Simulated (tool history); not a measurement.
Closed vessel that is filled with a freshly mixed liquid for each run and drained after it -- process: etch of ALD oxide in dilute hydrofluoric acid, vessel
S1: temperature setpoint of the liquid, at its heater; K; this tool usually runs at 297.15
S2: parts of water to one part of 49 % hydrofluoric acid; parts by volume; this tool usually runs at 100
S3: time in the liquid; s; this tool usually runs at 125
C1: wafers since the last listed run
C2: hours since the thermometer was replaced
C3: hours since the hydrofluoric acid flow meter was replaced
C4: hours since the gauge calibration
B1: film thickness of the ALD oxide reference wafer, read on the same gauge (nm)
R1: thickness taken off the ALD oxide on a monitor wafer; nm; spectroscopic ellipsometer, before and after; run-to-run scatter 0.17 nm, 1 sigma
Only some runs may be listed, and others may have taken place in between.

| run | hour | S1 | S2 | S3 | C1 | C2 | C3 | C4 | B1 | R1 |
|---|---|---|---|---|---|---|---|---|---|---|
| 1 | 0 | 297.15 | 100 | 125 | 0 | 1449.8 | 1147.2 | 901.6 | 120.02 | 22.95 |
| 2 | 103.4 | 297.15 | 100 | 125 | 13265 | 1553.2 | 1250.6 | 1005 | 120.02 | 22.82 |
| 3 | 198 | 297.15 | 130 | 125 | 12136 | 1647.8 | 1345.2 | 1099.6 | 119.99 | 16.92 |
| 4 | 249.8 | 297.15 | 130 | 125 | 6645 | 1699.6 | 1397 | 1151.4 | 120.01 | 16.88 |
| 5 | 307.9 | 297.15 | 100 | 125 | 7453 | 1757.7 | 1455.1 | 1209.5 | 120 | 22.99 |
| 6 | 388.9 | 297.15 | 100 | 125 | 10391 | 1838.7 | 1536.1 | 1290.5 | 119.99 | 22.6 |
| 7 | 489.3 | 297.15 | 100 | 125 | 12880 | 1939.1 | 1636.5 | 1390.9 | 120.02 | 22.46 |
| 8 | 551.3 | 297.15 | 100 | 125 | 7954 | 2001.1 | 1698.5 | 1452.9 | 120 | 22.67 |
| 9 | 617.1 | 297.15 | 100 | 125 | 8441 | 2066.9 | 1764.3 | 1518.7 | 120 | 22.71 |
|  | 689.4 | gauge calibrated |
| 10 | 724.9 | 297.15 | 100 | 125 | 13829 | 2174.7 | 1872.1 | 35.5 | 119.99 | 22.4 |
|  | 795.3 | hydrofluoric acid flow meter replaced |
| 11 | 823.1 | 297.15 | 100 | 125 | 12470 | 2272.9 | 27.8 | 133.7 | 119.99 | 22.35 |
| 12 | 876.8 | 297.15 | 85 | 90 | 6889 | 2326.6 | 81.5 | 187.4 | 119.99 | 19.23 |
| 13 | 929.4 | 297.15 | 100 | 125 | 6748 | 2379.2 | 134.1 | 240 | 120 | 22.19 |
| 14 | 1009.4 | 293.15 | 55 | 180 | 10263 | 2459.2 | 214.1 | 320 | 120.01 | 51.93 |
| 15 | 1067.8 | 293.65 | 65 | 80 | 7492 | 2517.6 | 272.5 | 378.4 | 120 | 19.95 |
| 16 | 1123.8 | 295.15 | 100 | 125 | 7184 | 2573.6 | 328.5 | 434.4 | 119.99 | 20.31 |
| 17 | 1215.8 | 292.65 | 70 | 125 | 11802 | 2665.6 | 420.5 | 526.4 | 120.01 | 26.78 |
| 18 | 1294.6 | 298.65 | 150 | 100 | 10109 | 2744.4 | 499.3 | 605.2 | 120 | 11.59 |
|  | 1317.1 | thermometer replaced |
| 19 | 1349.3 | 297.15 | 70 | 125 | 6889 | 32.2 | 554 | 659.9 | 120 | 35.3 |
| 20 | 1392.3 | 297.15 | 135 | 100 | 5516 | 75.2 | 597 | 702.9 | 120 | 13.41 |
| 21 | 1477.3 | 297.15 | 100 | 125 | 10904 | 160.2 | 682 | 787.9 | 120 | 23.56 |
| 22 | 1578.2 | 297.15 | 100 | 185 | 12944 | 261.1 | 782.9 | 888.8 | 119.98 | 34.66 |
| 23 | 1638.5 | 297.15 | 100 | 125 | 7736 | 321.4 | 843.2 | 949.1 | 120.02 | 23.48 |
| 24 | 1731.7 | 297.15 | 100 | 125 | 11956 | 414.6 | 936.4 | 1042.3 | 120.01 | 23.26 |
| 25 | 1980.3 | 297.15 | 150 | 125 | 31893 | 663.2 | 1185 | 1290.9 | 119.99 | 14.53 |

Forecast each of these 4 alternatives for the next run:
| A | 1981 | 299.65 | 100 | 125 | 89 | 663.9 | 1185.7 | 1291.6 | ? | ? |
| B | 1981 | 293.65 | 100 | 125 | 89 | 663.9 | 1185.7 | 1291.6 | ? | ? |
| C | 1981 | 300.15 | 100 | 125 | 89 | 663.9 | 1185.7 | 1291.6 | ? | ? |
| D | 1981 | 293.65 | 100 | 60 | 89 | 663.9 | 1185.7 | 1291.6 | ? | ? |

| run | B1 | R1 |
|---|---|---|
| A | 120.01 | 26 |
| B | 120.01 | 20.45 |
| C | 120.01 | 26.51 |
| D | 120.01 | 9.81 |
With no hidden state in the tool, these same runs would have given:
| run | R1 |
|---|---|
| A | 26.75 |
| B | 21.07 |
| C | 27.27 |
| D | 10.11 |

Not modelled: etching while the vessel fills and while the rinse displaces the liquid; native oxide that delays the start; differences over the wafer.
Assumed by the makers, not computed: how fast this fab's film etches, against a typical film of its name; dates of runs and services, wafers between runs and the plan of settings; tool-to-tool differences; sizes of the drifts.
